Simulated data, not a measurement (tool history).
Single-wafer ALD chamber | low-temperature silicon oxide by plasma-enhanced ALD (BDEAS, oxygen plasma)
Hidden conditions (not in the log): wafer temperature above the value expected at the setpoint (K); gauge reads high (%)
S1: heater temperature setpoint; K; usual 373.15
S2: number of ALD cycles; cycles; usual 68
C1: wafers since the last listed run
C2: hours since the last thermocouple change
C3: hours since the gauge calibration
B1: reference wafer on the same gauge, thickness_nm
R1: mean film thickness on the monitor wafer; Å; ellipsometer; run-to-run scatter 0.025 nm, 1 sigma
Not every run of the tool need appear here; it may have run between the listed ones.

run	hour	S1	S2	C1	C2	C3	B1	R1
1	0	373.15	68	0	7.8	1173.1	9.566	98.34
2	92	373.15	68	393	99.8	1265.1	9.56	98.54
3	185.8	373.15	68	401	193.6	1358.9	9.561	98.58
4	263.1	373.15	68	331	270.9	1436.2	9.556	98.96
5	353.1	373.15	68	385	360.9	1526.2	9.568	98.84
6	427.8	373.15	68	319	435.6	1600.9	9.558	98.09
7	474.9	373.15	68	201	482.7	1648	9.562	97.92
8	536.7	373.15	68	264	544.5	1709.8	9.555	97.91
9	634.8	373.15	68	420	642.6	1807.9	9.555	97.98
10	728.8	373.15	58	402	736.6	1901.9	9.563	83.68
11	833.7	373.15	58	449	841.5	2006.8	9.566	83.31
12	931.4	373.15	58	418	939.2	2104.5	9.563	82.69
13	1000.2	379.15	68	294	1008	2173.3	9.557	96.43
# hour 1030.6: thermocouple changed; heater temperature recalibrated
14	1039.9	379.15	68	135	9.3	2213	9.566	97.65
15	1108.9	373.15	68	295	78.3	2282	9.562	98.69
# hour 1255.7: gauge calibrated
16	1406.1	373.15	68	1272	375.5	150.4	9.558	98.87
17	1452.6	373.15	60	199	422	196.9	9.565	86.68
18	1490.9	373.15	60	164	460.3	235.2	9.565	86.84
19	1532.2	373.15	68	176	501.6	276.5	9.564	98.61
20	1619.9	373.15	68	375	589.3	364.2	9.559	98.13
21	1668.6	373.15	68	208	638	412.9	9.564	98.62
22	1734.1	373.15	58	280	703.5	478.4	9.558	83.96
23	1798.6	373.15	68	276	768	542.9	9.559	98.09
24	1842.4	377.15	56	187	811.8	586.7	9.561	80.09
25	1904.1	381.15	68	264	873.5	648.4	9.554	95.8
26	1995.1	365.15	58	389	964.5	739.4	9.554	85.01
# hour 2080.9: thermocouple changed; heater temperature recalibrated
27	2081.4	363.15	80	335	0.5	825.7	9.555	120.54
28	2130.4	373.15	61	209	49.5	874.7	9.563	88.4
29	2199.8	365.15	77	297	118.9	944.1	9.561	115.14
30	2237.7	379.15	56	162	156.8	982	9.562	80.16
31	2309.9	379.15	68	309	229	1054.2	9.556	97.13
32	2381.6	359.15	76	307	300.7	1125.9	9.553	116.25
33	2424.9	373.15	68	185	344	1169.2	9.564	98.41
34	2512.6	364.15	77	375	431.7	1256.9	9.554	115.41
35	2566.8	360.15	68	232	485.9	1311.1	9.557	104.09
36	2613.6	373.15	68	200	532.7	1357.9	9.566	98.4
37	2659.3	373.15	56	195	578.4	1403.6	9.565	80.95
38	2762.1	373.15	68	440	681.2	1506.4	9.561	98.34
39	2809.7	373.15	68	203	728.8	1554	9.558	98.38
40	2860.1	361.15	61	215	779.2	1604.4	9.559	91.5

Hidden condition of the tool, last listed run before each entry between runs versus first listed run after:
In the gap between runs 13 and 14: thermocouple changed; heater temperature recalibrated (hour 1030.6)
  wafer temperature above the value expected at the setpoint (K): 7.58 -> -0.166
  measured minus no-state result, R1: -1.54 -> +0.03 Å
In the gap between runs 15 and 16: gauge calibrated (hour 1255.7)
  wafer temperature above the value expected at the setpoint (K): -0.126 -> 0.765
  measured minus no-state result, R1: +0.05 -> -0.16 Å
In the gap between runs 26 and 27: thermocouple changed; heater temperature recalibrated (hour 2080.9)
  wafer temperature above the value expected at the setpoint (K): 5.98 -> -0.0814
  measured minus no-state result, R1: -2.07 -> +0.04 Å
